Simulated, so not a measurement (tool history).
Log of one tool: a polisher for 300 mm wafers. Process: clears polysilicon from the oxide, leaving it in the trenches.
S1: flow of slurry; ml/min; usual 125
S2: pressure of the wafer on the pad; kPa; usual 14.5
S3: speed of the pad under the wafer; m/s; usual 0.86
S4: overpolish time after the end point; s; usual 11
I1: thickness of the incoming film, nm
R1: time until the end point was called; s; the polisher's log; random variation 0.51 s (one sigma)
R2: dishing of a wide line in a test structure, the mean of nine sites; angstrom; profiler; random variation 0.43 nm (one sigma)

{"run": 1, "hour": 0.0, "S1": 160, "S2": 14.5, "S3": 0.86, "S4": 11, "I1": 549, "R1": 56.9, "R2": 391}
{"hour": 78.9, "done": "worn pad replaced by a new one"}
{"run": 2, "hour": 80.2, "S1": 160, "S2": 14.5, "S3": 0.86, "S4": 11, "I1": 551.3, "R1": 57.3, "R2": 385}
{"run": 3, "hour": 170.5, "S1": 125, "S2": 14.5, "S3": 0.86, "S4": 6, "I1": 550.9, "R1": 62.8, "R2": 305}
{"run": 4, "hour": 215.1, "S1": 125, "S2": 14.5, "S3": 0.86, "S4": 11, "I1": 552.8, "R1": 62.8, "R2": 384}
{"run": 5, "hour": 281.3, "S1": 125, "S2": 14.5, "S3": 1.06, "S4": 11, "I1": 546.7, "R1": 53.1, "R2": 390}
{"run": 6, "hour": 375.6, "S1": 125, "S2": 14.5, "S3": 1.06, "S4": 11, "I1": 557.7, "R1": 56.3, "R2": 394}
{"run": 7, "hour": 469.9, "S1": 125, "S2": 14.5, "S3": 1.06, "S4": 11, "I1": 555.6, "R1": 60.4, "R2": 386}
{"hour": 487.8, "done": "slurry nozzle cleaned"}
{"hour": 553.4, "done": "worn pad replaced by a new one"}
{"run": 8, "hour": 553.9, "S1": 125, "S2": 14.5, "S3": 0.86, "S4": 11, "I1": 562.6, "R1": 62.4, "R2": 378}
{"run": 9, "hour": 657.8, "S1": 125, "S2": 14.5, "S3": 0.86, "S4": 11, "I1": 552.2, "R1": 60.4, "R2": 390}
{"hour": 667.8, "done": "head pressure recalibrated"}
{"run": 10, "hour": 734.3, "S1": 125, "S2": 14.5, "S3": 0.86, "S4": 11, "I1": 553.6, "R1": 61.6, "R2": 379}
{"run": 11, "hour": 829.8, "S1": 155, "S2": 14.5, "S3": 0.86, "S4": 11, "I1": 546.3, "R1": 59.1, "R2": 388}
{"run": 12, "hour": 882.5, "S1": 155, "S2": 14.5, "S3": 0.86, "S4": 11, "I1": 549.9, "R1": 60.1, "R2": 386}
{"run": 13, "hour": 990.3, "S1": 155, "S2": 14.5, "S3": 0.86, "S4": 11, "I1": 542.9, "R1": 62.1, "R2": 384}
{"run": 14, "hour": 1045.6, "S1": 125, "S2": 15.2, "S3": 0.86, "S4": 7, "I1": 554.5, "R1": 65.1, "R2": 316}
{"hour": 1056.7, "done": "worn pad replaced by a new one"}
{"hour": 1106.8, "done": "slurry nozzle cleaned"}
{"run": 15, "hour": 1137.8, "S1": 125, "S2": 13.1, "S3": 0.64, "S4": 13, "I1": 538.7, "R1": 77.8, "R2": 370}
{"run": 16, "hour": 1212.1, "S1": 110, "S2": 13.1, "S3": 1, "S4": 9, "I1": 551.3, "R1": 61.1, "R2": 364}
{"run": 17, "hour": 1250.3, "S1": 125, "S2": 13.1, "S3": 0.86, "S4": 11, "I1": 546.9, "R1": 65.8, "R2": 372}
{"run": 18, "hour": 1296.7, "S1": 170, "S2": 15.9, "S3": 1.04, "S4": 11, "I1": 546.3, "R1": 46.4, "R2": 404}
{"run": 19, "hour": 1365.8, "S1": 105, "S2": 16.5, "S3": 0.78, "S4": 8, "I1": 551.1, "R1": 62.2, "R2": 348}
{"run": 20, "hour": 1445.4, "S1": 125, "S2": 18.6, "S3": 0.86, "S4": 11, "I1": 550, "R1": 49.6, "R2": 390}
{"run": 21, "hour": 1493.3, "S1": 165, "S2": 14.5, "S3": 0.62, "S4": 4, "I1": 538.9, "R1": 72.4, "R2": 205}
{"run": 22, "hour": 1540.4, "S1": 155, "S2": 14.5, "S3": 0.86, "S4": 11, "I1": 551.3, "R1": 61.1, "R2": 386}
{"run": 23, "hour": 1578.2, "S1": 80, "S2": 11.7, "S3": 0.86, "S4": 11, "I1": 559.3, "R1": 94.3, "R2": 335}
{"hour": 1607.0, "done": "worn pad replaced by a new one"}
{"run": 24, "hour": 1660.4, "S1": 125, "S2": 14.5, "S3": 0.86, "S4": 11, "I1": 558.3, "R1": 67.9, "R2": 376}
{"hour": 1674.2, "done": "head pressure recalibrated"}
{"run": 25, "hour": 1736.1, "S1": 125, "S2": 17.2, "S3": 1.06, "S4": 6, "I1": 549.3, "R1": 51.8, "R2": 327}
{"hour": 1762.5, "done": "slurry nozzle cleaned"}
{"run": 26, "hour": 1836.9, "S1": 150, "S2": 11, "S3": 0.86, "S4": 14, "I1": 550.6, "R1": 73.5, "R2": 392}
{"run": 27, "hour": 1946.7, "S1": 125, "S2": 17.9, "S3": 0.86, "S4": 5, "I1": 550.2, "R1": 50.6, "R2": 301}
{"run": 28, "hour": 1995.8, "S1": 125, "S2": 14.5, "S3": 1.16, "S4": 11, "I1": 549.2, "R1": 48.7, "R2": 404}
{"run": 29, "hour": 2032.0, "S1": 125, "S2": 13.1, "S3": 0.86, "S4": 11, "I1": 548.4, "R1": 67.6, "R2": 373}
{"run": 30, "hour": 2081.1, "S1": 125, "S2": 14.5, "S3": 0.86, "S4": 11, "I1": 546.8, "R1": 61.7, "R2": 378}
{"hour": 2089.6, "done": "worn pad replaced by a new one"}
{"run": 31, "hour": 2143.9, "S1": 85, "S2": 17.2, "S3": 0.86, "S4": 11, "I1": 544, "R1": 60.4, "R2": 383}
{"run": 32, "hour": 2184.3, "S1": 125, "S2": 14.5, "S3": 0.7, "S4": 7, "I1": 539.5, "R1": 72.3, "R2": 298}
{"run": 33, "hour": 2229.4, "S1": 160, "S2": 11, "S3": 0.62, "S4": 17, "I1": 541.7, "R1": 94.8, "R2": 376}

Hidden state or all else? Some run-to-run changes of R1, split into what the settings, what came in and random variation would give without the hidden state, and what is left for the hidden state (with any gauge scatter that isn't in both results):
The hidden state here: removal rate lost through wear of the pad, %; slurry flow missing at the pad, %; deviation of the head's pressure from its setpoint, %.
Run 14 -> 15: S2 15.2 -> 13.1, S3 0.86 -> 0.64, S4 7 -> 13, worn pad replaced by a new one, slurry nozzle cleaned. R1 +12.7 s: hidden state -6.9, all else +19.6.
Run 22 -> 23: S1 155 -> 80, S2 14.5 -> 11.7. R1 +33.2 s: hidden state +6.9, all else +26.3.
Run 23 -> 24: S1 80 -> 125, S2 11.7 -> 14.5, worn pad replaced by a new one. R1 -26.4 s: hidden state -2.9, all else -23.5.
Run 25 -> 26: S1 125 -> 150, S2 17.2 -> 11, S3 1.06 -> 0.86, S4 6 -> 14, slurry nozzle cleaned. R1 +21.7 s: hidden state -7.1, all else +28.8.
Run 26 -> 27: S1 150 -> 125, S2 11 -> 17.9, S4 14 -> 5. R1 -22.9 s: hidden state +0.3, all else -23.2.

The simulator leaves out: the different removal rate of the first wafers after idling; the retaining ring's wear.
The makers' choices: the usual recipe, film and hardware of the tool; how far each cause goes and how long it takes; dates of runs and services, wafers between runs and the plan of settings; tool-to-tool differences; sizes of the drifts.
